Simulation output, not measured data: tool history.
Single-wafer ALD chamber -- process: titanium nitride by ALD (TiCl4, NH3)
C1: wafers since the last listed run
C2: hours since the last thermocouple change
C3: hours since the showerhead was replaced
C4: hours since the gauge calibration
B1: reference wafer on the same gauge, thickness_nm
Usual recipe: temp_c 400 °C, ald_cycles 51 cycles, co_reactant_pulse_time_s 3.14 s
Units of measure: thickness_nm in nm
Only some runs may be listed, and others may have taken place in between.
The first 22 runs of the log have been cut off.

{"run": 23, "hour": 275.7, "temp_c": 400, "ald_cycles": 51, "co_reactant_pulse_time_s": 3.14, "C1": 45, "C2": 85.9, "C3": 148.6, "C4": 21.1, "B1": 0.89, "thickness_nm": 1.104}
{"run": 24, "hour": 283.6, "temp_c": 406, "ald_cycles": 57, "co_reactant_pulse_time_s": 1.91, "C1": 40, "C2": 93.8, "C3": 156.5, "C4": 29.0, "B1": 0.89, "thickness_nm": 1.215}
{"run": 25, "hour": 304.4, "temp_c": 400, "ald_cycles": 56, "co_reactant_pulse_time_s": 2.55, "C1": 106, "C2": 114.6, "C3": 177.3, "C4": 49.8, "B1": 0.89, "thickness_nm": 1.198}
{"run": 26, "hour": 320.1, "temp_c": 386, "ald_cycles": 47, "co_reactant_pulse_time_s": 3.14, "C1": 80, "C2": 130.3, "C3": 193.0, "C4": 65.5, "B1": 0.89, "thickness_nm": 1.007}
{"run": 27, "hour": 327.6, "temp_c": 391, "ald_cycles": 58, "co_reactant_pulse_time_s": 2.4, "C1": 38, "C2": 137.8, "C3": 200.5, "C4": 73.0, "B1": 0.89, "thickness_nm": 1.231}
{"run": 28, "hour": 338.5, "temp_c": 400, "ald_cycles": 51, "co_reactant_pulse_time_s": 3.14, "C1": 55, "C2": 148.7, "C3": 211.4, "C4": 83.9, "B1": 0.89, "thickness_nm": 1.105}
{"run": 29, "hour": 345.9, "temp_c": 400, "ald_cycles": 56, "co_reactant_pulse_time_s": 3.14, "C1": 37, "C2": 156.1, "C3": 218.8, "C4": 91.3, "B1": 0.891, "thickness_nm": 1.21}
{"run": 30, "hour": 355.0, "temp_c": 411, "ald_cycles": 59, "co_reactant_pulse_time_s": 3.69, "C1": 46, "C2": 165.2, "C3": 227.9, "C4": 100.4, "B1": 0.891, "thickness_nm": 1.287}

Predict each of these 3 candidate next runs independently; none follows another, all start after run 30:
{"run": "A", "hour": 355.5, "temp_c": 400, "ald_cycles": 51, "co_reactant_pulse_time_s": 3.14, "C1": 2, "C2": 165.7, "C3": 228.4, "C4": 100.9, "B1": "?", "thickness_nm": "?"}
{"run": "B", "hour": 355.5, "temp_c": 400, "ald_cycles": 51, "co_reactant_pulse_time_s": 4.25, "C1": 2, "C2": 165.7, "C3": 228.4, "C4": 100.9, "B1": "?", "thickness_nm": "?"}
{"run": "C", "hour": 355.5, "temp_c": 400, "ald_cycles": 51, "co_reactant_pulse_time_s": 4.01, "C1": 2, "C2": 165.7, "C3": 228.4, "C4": 100.9, "B1": "?", "thickness_nm": "?"}

run=A B1=0.890 thickness_nm=1.108
run=B B1=0.890 thickness_nm=1.118
run=C B1=0.890 thickness_nm=1.116
Stripped of hidden state, with their random variation kept, the same runs would have yielded:
run=A thickness_nm=1.108
run=B thickness_nm=1.118
run=C thickness_nm=1.116
